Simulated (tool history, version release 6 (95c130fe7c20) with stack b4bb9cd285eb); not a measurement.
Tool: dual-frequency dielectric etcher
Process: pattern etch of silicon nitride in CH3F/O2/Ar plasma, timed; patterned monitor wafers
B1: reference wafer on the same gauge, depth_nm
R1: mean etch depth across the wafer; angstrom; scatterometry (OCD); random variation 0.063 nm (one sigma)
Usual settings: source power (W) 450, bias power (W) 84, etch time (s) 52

{"run": 1, "hour": 0.0, "source power (W)": 450, "bias power (W)": 84, "etch time (s)": 47, "B1": 47.7, "R1": 373.4}
{"run": 2, "hour": 14.4, "source power (W)": 450, "bias power (W)": 84, "etch time (s)": 47, "B1": 47.7, "R1": 371.7}
{"hour": 42.5, "done": "wet clean of the chamber"}
{"run": 3, "hour": 43.0, "source power (W)": 450, "bias power (W)": 84, "etch time (s)": 47, "B1": 47.71, "R1": 378.1}
{"run": 4, "hour": 47.2, "source power (W)": 510, "bias power (W)": 84, "etch time (s)": 40.5, "B1": 47.71, "R1": 344.3}
{"run": 5, "hour": 54.9, "source power (W)": 450, "bias power (W)": 84, "etch time (s)": 46, "B1": 47.7, "R1": 369.4}
{"run": 6, "hour": 66.3, "source power (W)": 550, "bias power (W)": 93, "etch time (s)": 40.5, "B1": 47.7, "R1": 363.5}
{"run": 7, "hour": 81.7, "source power (W)": 400, "bias power (W)": 74, "etch time (s)": 52, "B1": 47.7, "R1": 383.3}
{"run": 8, "hour": 90.0, "source power (W)": 530, "bias power (W)": 72, "etch time (s)": 63, "B1": 47.72, "R1": 525.3}
{"run": 9, "hour": 107.2, "source power (W)": 490, "bias power (W)": 70, "etch time (s)": 65.5, "B1": 47.71, "R1": 523.1}
{"run": 10, "hour": 113.8, "source power (W)": 480, "bias power (W)": 84, "etch time (s)": 52, "B1": 47.7, "R1": 429.3}
{"run": 11, "hour": 125.9, "source power (W)": 450, "bias power (W)": 84, "etch time (s)": 52, "B1": 47.7, "R1": 415.3}
{"hour": 146.8, "done": "gauge calibrated"}
{"run": 12, "hour": 156.4, "source power (W)": 450, "bias power (W)": 84, "etch time (s)": 52, "B1": 47.69, "R1": 415.2}
{"hour": 163.6, "done": "bias power generator calibrated"}
{"run": 13, "hour": 165.4, "source power (W)": 450, "bias power (W)": 84, "etch time (s)": 58, "B1": 47.7, "R1": 462.3}
{"run": 14, "hour": 181.8, "source power (W)": 360, "bias power (W)": 68, "etch time (s)": 62.5, "B1": 47.7, "R1": 428.3}
{"run": 15, "hour": 197.2, "source power (W)": 380, "bias power (W)": 73, "etch time (s)": 52, "B1": 47.69, "R1": 371}
{"run": 16, "hour": 208.6, "source power (W)": 450, "bias power (W)": 84, "etch time (s)": 52, "B1": 47.7, "R1": 414.9}
{"run": 17, "hour": 224.1, "source power (W)": 450, "bias power (W)": 84, "etch time (s)": 52, "B1": 47.7, "R1": 415.3}
{"hour": 260.2, "done": "upper electrode replaced"}
{"run": 18, "hour": 260.7, "source power (W)": 450, "bias power (W)": 84, "etch time (s)": 52, "B1": 47.7, "R1": 413.4}
{"run": 19, "hour": 271.5, "source power (W)": 450, "bias power (W)": 84, "etch time (s)": 52, "B1": 47.71, "R1": 414.6}
{"run": 20, "hour": 281.2, "source power (W)": 490, "bias power (W)": 76, "etch time (s)": 48, "B1": 47.71, "R1": 387.5}
{"run": 21, "hour": 288.0, "source power (W)": 450, "bias power (W)": 84, "etch time (s)": 52, "B1": 47.69, "R1": 414.2}
{"run": 22, "hour": 298.2, "source power (W)": 510, "bias power (W)": 71, "etch time (s)": 39, "B1": 47.71, "R1": 316.1}
{"run": 23, "hour": 308.6, "source power (W)": 560, "bias power (W)": 71, "etch time (s)": 66, "B1": 47.71, "R1": 558}
{"run": 24, "hour": 316.3, "source power (W)": 450, "bias power (W)": 68, "etch time (s)": 41.5, "B1": 47.69, "R1": 313.7}
{"run": 25, "hour": 351.0, "source power (W)": 410, "bias power (W)": 84, "etch time (s)": 41.5, "B1": 47.7, "R1": 316.1}
{"run": 26, "hour": 365.7, "source power (W)": 380, "bias power (W)": 84, "etch time (s)": 37.5, "B1": 47.7, "R1": 275.1}
{"run": 27, "hour": 375.3, "source power (W)": 560, "bias power (W)": 71, "etch time (s)": 66, "B1": 47.71, "R1": 554.6}
{"run": 28, "hour": 391.6, "source power (W)": 520, "bias power (W)": 100, "etch time (s)": 60, "B1": 47.7, "R1": 527.9}
{"run": 29, "hour": 401.2, "source power (W)": 450, "bias power (W)": 84, "etch time (s)": 52, "B1": 47.71, "R1": 411.8}

Forecast each of these 5 alternatives for the next run:
{"run": "A", "hour": 401.6, "source power (W)": 450, "bias power (W)": 84, "etch time (s)": 52, "B1": "?", "R1": "?"}
{"run": "B", "hour": 401.6, "source power (W)": 450, "bias power (W)": 99, "etch time (s)": 39.5, "B1": "?", "R1": "?"}
{"run": "C", "hour": 401.6, "source power (W)": 450, "bias power (W)": 84, "etch time (s)": 61, "B1": "?", "R1": "?"}
{"run": "D", "hour": 401.6, "source power (W)": 540, "bias power (W)": 65, "etch time (s)": 60.5, "B1": "?", "R1": "?"}
{"run": "E", "hour": 401.6, "source power (W)": 390, "bias power (W)": 97, "etch time (s)": 52, "B1": "?", "R1": "?"}

run=A B1=47.71 R1=412.2
run=B B1=47.71 R1=326
run=C B1=47.71 R1=483.6
run=D B1=47.71 R1=491.8
run=E B1=47.71 R1=400.1
Without the tool's hidden state the same runs would have given:
run=A R1=417.6
run=B R1=330.3
run=C R1=489.9
run=D R1=498.2
run=E R1=405.3
